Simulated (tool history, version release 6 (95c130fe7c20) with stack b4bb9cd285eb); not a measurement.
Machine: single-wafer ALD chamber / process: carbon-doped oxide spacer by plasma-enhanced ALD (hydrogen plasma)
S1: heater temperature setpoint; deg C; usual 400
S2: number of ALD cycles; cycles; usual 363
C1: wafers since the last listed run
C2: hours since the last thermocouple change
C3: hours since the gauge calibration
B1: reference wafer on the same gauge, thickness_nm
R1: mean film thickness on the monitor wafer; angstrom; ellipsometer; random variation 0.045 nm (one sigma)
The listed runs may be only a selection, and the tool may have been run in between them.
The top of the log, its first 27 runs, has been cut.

run 28 hour=2018.3 | S1=400 S2=416 | C1=40 C2=703.2 C3=1811.7 | B1=20.608 | R1=204.80
run 29 hour=2100.8 | S1=409 S2=403 | C1=81 C2=785.7 C3=1894.2 | B1=20.585 | R1=192.20
run 30 hour=2186.2 | S1=388 S2=406 | C1=84 C2=871.1 C3=1979.6 | B1=20.559 | R1=198.69
-- hour=2211.0 gauge calibrated
run 31 hour=2276.8 | S1=400 S2=363 | C1=89 C2=961.7 C3=65.8 | B1=20.839 | R1=180.40
run 32 hour=2317.6 | S1=414 S2=402 | C1=40 C2=1002.5 C3=106.6 | B1=20.839 | R1=190.63
run 33 hour=2383.1 | S1=409 S2=419 | C1=64 C2=1068.0 C3=172.1 | B1=20.859 | R1=201.70
run 34 hour=2563.3 | S1=389 S2=363 | C1=177 C2=1248.2 C3=352.3 | B1=20.832 | R1=180.13
run 35 hour=2612.5 | S1=395 S2=307 | C1=48 C2=1297.4 C3=401.5 | B1=20.841 | R1=152.97
run 36 hour=2715.0 | S1=400 S2=363 | C1=101 C2=1399.9 C3=504.0 | B1=20.826 | R1=180.59
run 37 hour=2781.9 | S1=410 S2=385 | C1=66 C2=1466.8 C3=570.9 | B1=20.804 | R1=185.26
run 38 hour=2874.3 | S1=400 S2=363 | C1=91 C2=1559.2 C3=663.3 | B1=20.808 | R1=180.29
run 39 hour=2963.1 | S1=400 S2=363 | C1=87 C2=1648.0 C3=752.1 | B1=20.800 | R1=179.69
run 40 hour=3037.9 | S1=414 S2=337 | C1=73 C2=1722.8 C3=826.9 | B1=20.809 | R1=158.27

Forecast each of these 3 alternatives for the next run:
run A hour=3038.9 | S1=400 S2=363 | C1=0 C2=1723.8 C3=827.9 | B1=? | R1=?
run B hour=3038.9 | S1=409 S2=342 | C1=0 C2=1723.8 C3=827.9 | B1=? | R1=?
run C hour=3038.9 | S1=392 S2=305 | C1=0 C2=1723.8 C3=827.9 | B1=? | R1=?

run=A B1=20.806 R1=179.73
run=B B1=20.806 R1=164.12
run=C B1=20.806 R1=151.02
The same runs, with their run-to-run variation unchanged, on a tool lacking any hidden condition would have given:
run=A R1=179.67
run=B R1=164.07
run=C R1=150.96

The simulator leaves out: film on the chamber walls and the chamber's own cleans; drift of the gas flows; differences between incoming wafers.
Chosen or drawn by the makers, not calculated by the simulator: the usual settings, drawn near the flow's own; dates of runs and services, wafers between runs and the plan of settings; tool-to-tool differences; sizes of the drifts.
